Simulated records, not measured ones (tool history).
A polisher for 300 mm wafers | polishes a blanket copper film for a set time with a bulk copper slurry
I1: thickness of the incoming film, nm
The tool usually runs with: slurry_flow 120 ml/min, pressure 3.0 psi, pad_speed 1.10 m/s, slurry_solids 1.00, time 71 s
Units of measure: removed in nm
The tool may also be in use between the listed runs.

Run 1, hour 0.0: usual settings; I1 2969.5. Result: removed 728.6 nm.
Run 2, hour 20.9: usual settings but time 91 s; I1 2899.6. Result: removed 941.3 nm.
Run 3, hour 33.6: usual settings but time 91 s; I1 2948.0. Result: removed 942.1 nm.
Run 4, hour 89.0: usual settings but time 91 s; I1 2972.8. Result: removed 933.5 nm.
At hour 111.2: worn pad replaced by a new one.
Run 5, hour 121.4: usual settings; I1 2908.6. Result: removed 727.7 nm.
Run 6, hour 134.4: usual settings; I1 2972.7. Result: removed 728.5 nm.
Run 7, hour 148.9: usual settings; I1 2897.2. Result: removed 727.6 nm.
Run 8, hour 172.4: usual settings; I1 3013.0. Result: removed 727.5 nm.
Run 9, hour 197.4: usual settings but slurry_solids 0.80; I1 2926.1. Result: removed 711.3 nm.
Run 10, hour 226.7: usual settings but slurry_flow 105 ml/min; I1 2969.8. Result: removed 705.7 nm.
Run 11, hour 243.1: usual settings but slurry_flow 105 ml/min; I1 2923.3. Result: removed 698.4 nm.
At hour 269.0: worn pad replaced by a new one.
Run 12, hour 277.4: usual settings; I1 2958.5. Result: removed 722.0 nm.
Run 13, hour 289.5: usual settings; I1 2986.5. Result: removed 727.2 nm.
At hour 292.1: slurry blender recalibrated.
Run 14, hour 314.1: usual settings; I1 2976.8. Result: removed 725.0 nm.
Run 15, hour 330.9: usual settings but slurry_flow 155 ml/min, pressure 2.0 psi, pad_speed 1.28 m/s, slurry_solids 1.10; I1 2884.9. Result: removed 563.1 nm.
At hour 361.1: slurry nozzle cleaned.
Run 16, hour 362.0: usual settings but pad_speed 1.46 m/s, slurry_solids 1.20; I1 2899.5. Result: removed 854.5 nm.
Run 17, hour 381.1: usual settings but pressure 3.9 psi, pad_speed 0.76 m/s; I1 2967.9. Result: removed 731.7 nm.
Run 18, hour 398.6: usual settings but slurry_flow 95 ml/min; I1 2996.1. Result: removed 642.5 nm.
At hour 410.8: worn pad replaced by a new one.
Run 19, hour 428.6: usual settings but pressure 3.4 psi, pad_speed 0.88 m/s, slurry_solids 0.75; I1 2936.1. Result: removed 662.9 nm.
Run 20, hour 442.0: usual settings but pressure 2.6 psi, slurry_solids 0.80; I1 2947.3. Result: removed 587.5 nm.
Run 21, hour 458.6: usual settings but slurry_solids 0.70; I1 2987.6. Result: removed 663.7 nm.
At hour 465.5: head pressure recalibrated.
At hour 470.5: slurry nozzle cleaned, repeated, since the last time left the tool worse.
Run 22, hour 487.4: usual settings but pressure 2.0 psi, pad_speed 0.96 m/s, time 96 s; I1 2925.0. Result: removed 627.9 nm.
Run 23, hour 499.8: usual settings; I1 2895.9. Result: removed 746.3 nm.
Run 24, hour 520.4: usual settings but pad_speed 0.82 m/s, slurry_solids 1.20, time 82 s; I1 2987.1. Result: removed 745.9 nm.
Run 25, hour 555.1: usual settings but pressure 3.4 psi; I1 2955.2. Result: removed 856.3 nm.
At hour 563.4: worn pad replaced by a new one.
Run 26, hour 576.6: usual settings but pad_speed 0.94 m/s; I1 2965.8. Result: removed 673.6 nm.
Run 27, hour 596.3: usual settings; I1 2969.2. Result: removed 751.3 nm.
Run 28, hour 616.5: usual settings but slurry_flow 100 ml/min; I1 2942.8. Result: removed 710.5 nm.
At hour 622.9: slurry blender recalibrated.
Run 29, hour 634.2: usual settings; I1 2959.4. Result: removed 743.9 nm.

Consider 3 possible next runs. They are alternatives, not a sequence: every one starts from the tool as it was left by run 29. What does each give?
Run A, hour 634.7: usual settings but time 51 s; I1 2919.0. Result: removed ?.
Run B, hour 634.7: usual settings but pressure 3.8 psi; I1 2919.0. Result: removed ?.
Run C, hour 634.7: usual settings but pressure 2.1 psi; I1 2919.0. Result: removed ?.

run  removed
  A    533.7
  B    941.0
  C    520.0
What these runs would have given with no unlogged condition in the tool:
run  removed
  A    539.2
  B    950.8
  C    525.4
